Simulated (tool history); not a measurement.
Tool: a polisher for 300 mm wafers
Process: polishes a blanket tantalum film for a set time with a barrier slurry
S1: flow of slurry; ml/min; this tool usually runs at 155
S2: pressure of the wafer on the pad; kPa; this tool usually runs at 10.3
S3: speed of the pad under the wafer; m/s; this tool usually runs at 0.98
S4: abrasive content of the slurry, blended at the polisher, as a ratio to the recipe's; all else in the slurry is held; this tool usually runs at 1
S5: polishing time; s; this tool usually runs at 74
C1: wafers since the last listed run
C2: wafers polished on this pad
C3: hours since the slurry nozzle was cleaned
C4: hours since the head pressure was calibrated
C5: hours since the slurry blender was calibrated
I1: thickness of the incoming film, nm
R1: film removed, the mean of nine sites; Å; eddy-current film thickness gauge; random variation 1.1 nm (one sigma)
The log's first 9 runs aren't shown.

Run 10, day 22.175: usual settings; C1 199; C2 2289; C3 476.7; C4 207.6; C5 277.2; I1 248.3. Result: R1 846 Å.
Run 11, day 23.275: usual settings; C1 161; C2 2450; C3 503.1; C4 234; C5 303.6; I1 252.2. Result: R1 838 Å.
At day 23.733: worn pad replaced by a new one.
At day 26.746: slurry blender recalibrated.
At day 26.8: head pressure recalibrated.
Run 12, day 27.488: usual settings but S1 115 ml/min; C1 573; C2 530; C3 604.2; C4 16.5; C5 17.8; I1 251.5. Result: R1 837 Å.
At day 29.229: slurry nozzle cleaned.
Run 13, day 29.508: usual settings but S1 115 ml/min; C1 290; C2 820; C3 6.7; C4 65; C5 66.3; I1 252.9. Result: R1 816 Å.
Run 14, day 30.767: usual settings but S1 130 ml/min; C1 184; C2 1004; C3 36.9; C4 95.2; C5 96.5; I1 244.6. Result: R1 825 Å.
Run 15, day 33.125: usual settings but S2 11.7 kPa, S3 0.76 m/s; C1 345; C2 1350; C3 93.5; C4 151.8; C5 153.1; I1 251.5. Result: R1 749 Å.
Run 16, day 34.188: usual settings but S3 1.3 m/s; C1 155; C2 1506; C3 119; C4 177.3; C5 178.6; I1 248.7. Result: R1 1122 Å.
Run 17, day 37.096: usual settings but S3 0.9 m/s, S4 0.75; C1 426; C2 1932; C3 188.8; C4 247.1; C5 248.4; I1 247.6. Result: R1 723 Å.
Run 18, day 38.942: usual settings; C1 270; C2 2202; C3 233.1; C4 291.4; C5 292.7; I1 255.3. Result: R1 842 Å.
At day 40.846: worn pad replaced by a new one.
Run 19, day 40.879: usual settings but S1 135 ml/min, S4 0.75; C1 259; C2 4; C3 279.6; C4 337.9; C5 339.2; I1 251.2. Result: R1 839 Å.
At day 42.746: head pressure recalibrated.
At day 43.758: slurry blender recalibrated.
Run 20, day 43.858: usual settings but S1 205 ml/min, S4 1.2; C1 412; C2 416; C3 351.1; C4 26.7; C5 2.4; I1 252.4. Result: R1 959 Å.
Run 21, day 46.538: usual settings but S2 8.3 kPa, S3 0.78 m/s, S5 95 s; C1 392; C2 809; C3 415.4; C4 91; C5 66.7; I1 250.6. Result: R1 711 Å.
Run 22, day 47.817: usual settings but S2 12.4 kPa; C1 187; C2 997; C3 446.1; C4 121.7; C5 97.4; I1 246.6. Result: R1 1043 Å.
Run 23, day 50.438: usual settings but S1 135 ml/min, S4 0.9; C1 384; C2 1381; C3 509; C4 184.6; C5 160.3; I1 248.4. Result: R1 802 Å.
Run 24, day 52.996: usual settings but S1 110 ml/min, S4 0.8; C1 374; C2 1755; C3 570.4; C4 246; C5 221.7; I1 245. Result: R1 733 Å.
At day 54.996: worn pad replaced by a new one.
Run 25, day 55.154: usual settings but S1 170 ml/min, S4 0.9; C1 291; C2 23; C3 622.2; C4 297.8; C5 273.5; I1 252. Result: R1 907 Å.
Run 26, day 56.567: usual settings; C1 206; C2 230; C3 656.1; C4 331.7; C5 307.4; I1 246.9. Result: R1 902 Å.
At day 56.767: head pressure recalibrated.
Run 27, day 58.842: usual settings but S1 110 ml/min, S3 1.18 m/s, S5 57 s; C1 321; C2 551; C3 710.7; C4 49.8; C5 362; I1 248.3. Result: R1 736 Å.
At day 60.067: slurry nozzle cleaned.
Run 28, day 60.321: usual settings but S1 140 ml/min, S2 7.6 kPa, S5 88 s; C1 210; C2 762; C3 6.1; C4 85.3; C5 397.5; I1 247.8. Result: R1 732 Å.
Run 29, day 62.538: usual settings; C1 324; C2 1086; C3 59.3; C4 138.5; C5 450.7; I1 250.4. Result: R1 858 Å.
At day 64.092: slurry blender recalibrated.
Run 30, day 64.7: usual settings; C1 304; C2 1391; C3 111.2; C4 190.4; C5 14.6; I1 248.4. Result: R1 865 Å.
Run 31, day 66.875: usual settings but S1 210 ml/min, S2 12.4 kPa, S5 64 s; C1 318; C2 1710; C3 163.4; C4 242.6; C5 66.8; I1 253.6. Result: R1 911 Å.

Consider 3 possible next runs. They are alternatives, not a sequence: every one starts from the tool as it was left by run 31. What does each give?
Run A, day 66.892: usual settings but S5 51 s; C1 2; C2 1712; C3 163.8; C4 243; C5 67.2; I1 250.2. Result: R1 ?.
Run B, day 66.892: usual settings but S2 13.1 kPa, S5 61 s; C1 2; C2 1712; C3 163.8; C4 243; C5 67.2; I1 250.2. Result: R1 ?.
Run C, day 66.892: usual settings but S2 7.6 kPa, S5 61 s; C1 2; C2 1712; C3 163.8; C4 243; C5 67.2; I1 250.2. Result: R1 ?.

run   R1
  A  572
  B  867
  C  502
Take away the tool's hidden state, keep each run's random variation, and the runs would have read:
run   R1
  A  629
  B  953
  C  552
